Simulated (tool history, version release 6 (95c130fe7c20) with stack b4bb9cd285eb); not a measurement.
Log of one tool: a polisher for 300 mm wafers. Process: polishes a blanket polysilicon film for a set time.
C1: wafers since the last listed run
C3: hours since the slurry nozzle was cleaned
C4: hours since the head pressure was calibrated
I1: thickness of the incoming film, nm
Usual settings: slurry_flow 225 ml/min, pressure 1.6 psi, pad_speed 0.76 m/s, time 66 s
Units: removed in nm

Run 1, day 0.000: usual settings; C1 0; wafers polished on this pad 1065; C3 270.7; C4 943.8; I1 2204.1. Result: removed 246.2 nm.
Run 2, day 0.321: usual settings; C1 80; wafers polished on this pad 1146; C3 278.4; C4 951.5; I1 2200.6. Result: removed 243.2 nm.
At day 1.075: worn pad replaced by a new one.
Run 3, day 1.117: usual settings; C1 158; wafers polished on this pad 10; C3 297.5; C4 970.6; I1 2156.9. Result: removed 277.1 nm.
Run 4, day 2.288: usual settings; C1 294; wafers polished on this pad 305; C3 325.6; C4 998.7; I1 2184.8. Result: removed 266.2 nm.
Run 5, day 2.608: usual settings; C1 80; wafers polished on this pad 386; C3 333.3; C4 1006.4; I1 2189.1. Result: removed 249.8 nm.
Run 6, day 3.088: usual settings but slurry_flow 280 ml/min, pressure 1.9 psi; C1 120; wafers polished on this pad 506; C3 344.8; C4 1017.9; I1 2183.4. Result: removed 295.9 nm.
Run 7, day 3.517: usual settings but slurry_flow 280 ml/min, pressure 1.9 psi; C1 108; wafers polished on this pad 615; C3 355.1; C4 1028.2; I1 2204.3. Result: removed 286.7 nm.
Run 8, day 4.225: usual settings but slurry_flow 280 ml/min, pressure 1.9 psi; C1 178; wafers polished on this pad 793; C3 372.1; C4 1045.2; I1 2183.7. Result: removed 281.8 nm.
Run 9, day 4.562: usual settings; C1 85; wafers polished on this pad 878; C3 380.2; C4 1053.3; I1 2222.3. Result: removed 250.6 nm.
Run 10, day 5.288: usual settings; C1 182; wafers polished on this pad 1061; C3 397.6; C4 1070.7; I1 2197.0. Result: removed 244.4 nm.
At day 5.758: worn pad replaced by a new one.
Run 11, day 5.779: usual settings; C1 81; wafers polished on this pad 5; C3 409.4; C4 1082.5; I1 2228.9. Result: removed 274.6 nm.
Run 12, day 6.192: usual settings; C1 103; wafers polished on this pad 108; C3 419.3; C4 1092.4; I1 2203.6. Result: removed 268.3 nm.
Run 13, day 6.654: usual settings; C1 116; wafers polished on this pad 225; C3 430.4; C4 1103.5; I1 2237.0. Result: removed 260.4 nm.
Run 14, day 6.917: usual settings; C1 66; wafers polished on this pad 291; C3 436.7; C4 1109.8; I1 2195.5. Result: removed 258.5 nm.
Run 15, day 7.308: usual settings; C1 98; wafers polished on this pad 390; C3 446.1; C4 1119.2; I1 2160.4. Result: removed 256.0 nm.
At day 7.854: head pressure recalibrated.
Run 16, day 7.875: usual settings; C1 121; wafers polished on this pad 512; C3 459.7; C4 0.5; I1 2197.5. Result: removed 253.6 nm.
Run 17, day 8.092: usual settings; C1 54; wafers polished on this pad 566; C3 464.9; C4 5.7; I1 2148.9. Result: removed 254.9 nm.
Run 18, day 8.838: usual settings but pressure 1.4 psi, pad_speed 0.96 m/s; C1 187; wafers polished on this pad 754; C3 482.8; C4 23.6; I1 2209.6. Result: removed 261.5 nm.
Run 19, day 9.321: usual settings but slurry_flow 260 ml/min, pad_speed 0.84 m/s; C1 121; wafers polished on this pad 876; C3 494.4; C4 35.2; I1 2193.1. Result: removed 257.2 nm.
Run 20, day 9.775: usual settings; C1 114; wafers polished on this pad 990; C3 505.3; C4 46.1; I1 2214.1. Result: removed 242.5 nm.
Run 21, day 10.117: usual settings but slurry_flow 175 ml/min, pressure 2.2 psi, pad_speed 0.56 m/s; C1 86; wafers polished on this pad 1076; C3 513.5; C4 54.3; I1 2227.3. Result: removed 248.2 nm.
Run 22, day 10.421: usual settings but pad_speed 0.98 m/s, time 81 s; C1 76; wafers polished on this pad 1153; C3 520.8; C4 61.6; I1 2179.1. Result: removed 348.3 nm.
At day 10.738: worn pad replaced by a new one.
Run 23, day 11.158: usual settings but slurry_flow 300 ml/min, pad_speed 0.66 m/s; C1 143; wafers polished on this pad 105; C3 538.5; C4 79.3; I1 2226.3. Result: removed 254.7 nm.
Run 24, day 11.704: usual settings but slurry_flow 280 ml/min, pressure 1.9 psi; C1 137; wafers polished on this pad 243; C3 551.6; C4 92.4; I1 2187.7. Result: removed 305.8 nm.
Run 25, day 12.071: usual settings but pressure 1.3 psi, pad_speed 0.84 m/s, time 49 s; C1 92; wafers polished on this pad 335; C3 560.4; C4 101.2; I1 2247.7. Result: removed 181.7 nm.
Run 26, day 12.333: usual settings; C1 66; wafers polished on this pad 401; C3 566.7; C4 107.5; I1 2196.4. Result: removed 257.3 nm.
Run 27, day 12.588: usual settings; C1 64; wafers polished on this pad 465; C3 572.8; C4 113.6; I1 2171.4. Result: removed 256.8 nm.
At day 12.796: slurry nozzle cleaned.
Run 28, day 12.871: usual settings but slurry_flow 160 ml/min, pressure 1.2 psi, pad_speed 0.64 m/s, time 58 s; C1 60; wafers polished on this pad 526; C3 1.8; C4 120.4; I1 2204.7. Result: removed 160.4 nm.
Run 29, day 13.158: usual settings but slurry_flow 270 ml/min, pressure 1.8 psi, pad_speed 0.88 m/s, time 57 s; C1 72; wafers polished on this pad 599; C3 8.7; C4 127.3; I1 2228.9. Result: removed 265.9 nm.
Run 30, day 13.742: usual settings but pressure 1.4 psi, pad_speed 0.68 m/s; C1 146; wafers polished on this pad 746; C3 22.7; C4 141.3; I1 2195.0. Result: removed 213.0 nm.

The next listed run, before its measurement:
Run 31, day 14.338: usual settings; C1 150; wafers polished on this pad 896; C3 37.0; C4 155.6; I1 2247.1. Result: removed ?.

{"run 31": {"removed": 244.1}}
Without the tool's hidden state the same run would have given removed 277.1 nm.
